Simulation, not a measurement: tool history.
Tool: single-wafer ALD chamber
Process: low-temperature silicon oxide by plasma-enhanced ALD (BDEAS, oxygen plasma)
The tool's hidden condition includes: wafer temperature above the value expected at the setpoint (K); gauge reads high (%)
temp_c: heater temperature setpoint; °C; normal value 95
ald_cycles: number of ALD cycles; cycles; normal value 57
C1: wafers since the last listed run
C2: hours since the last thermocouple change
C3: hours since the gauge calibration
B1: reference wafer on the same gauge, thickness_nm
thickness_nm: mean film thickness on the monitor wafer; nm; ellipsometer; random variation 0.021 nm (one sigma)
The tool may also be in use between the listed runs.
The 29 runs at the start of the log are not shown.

Run 30, hour 393.3: usual settings but temp_c 109 °C, ald_cycles 47 cycles; C1 53; C2 61.6; C3 179.2; B1 7.749. Result: thickness_nm 6.826 nm.
Run 31, hour 409.1: usual settings but ald_cycles 66 cycles; C1 77; C2 77.4; C3 195; B1 7.747. Result: thickness_nm 9.898 nm.
Run 32, hour 415.3: usual settings; C1 30; C2 83.6; C3 201.2; B1 7.747. Result: thickness_nm 8.531 nm.
Run 33, hour 425.9: usual settings; C1 51; C2 94.2; C3 211.8; B1 7.749. Result: thickness_nm 8.571 nm.
Run 34, hour 441.1: usual settings but temp_c 90 °C, ald_cycles 60 cycles; C1 74; C2 109.4; C3 227; B1 7.753. Result: thickness_nm 9.23 nm.
Run 35, hour 454.9: usual settings but ald_cycles 46 cycles; C1 67; C2 123.2; C3 240.8; B1 7.751. Result: thickness_nm 6.889 nm.
Run 36, hour 466.8: usual settings but temp_c 84 °C, ald_cycles 65 cycles; C1 58; C2 135.1; C3 252.7; B1 7.749. Result: thickness_nm 10.2 nm.
Run 37, hour 480.8: usual settings but temp_c 109 °C, ald_cycles 63 cycles; C1 68; C2 149.1; C3 266.7; B1 7.754. Result: thickness_nm 9.124 nm.

Consider 3 possible next runs. They are alternatives, not a sequence: every one starts from the tool as it was left by run 37. What does each give?
Run A, hour 481.3: usual settings; C1 2; C2 149.6; C3 267.2; B1 ?. Result: thickness_nm ?.
Run B, hour 481.3: usual settings but temp_c 105 °C, ald_cycles 64 cycles; C1 2; C2 149.6; C3 267.2; B1 ?. Result: thickness_nm ?.
Run C, hour 481.3: usual settings but temp_c 84 °C, ald_cycles 48 cycles; C1 2; C2 149.6; C3 267.2; B1 ?. Result: thickness_nm ?.

run     B1  thickness_nm
  A  7.752         8.578
  B  7.752         9.351
  C  7.752         7.544
The same runs, with their run-to-run variation unchanged, on a tool lacking any hidden condition would have given:
run  thickness_nm
  A         8.578
  B         9.351
  C         7.544
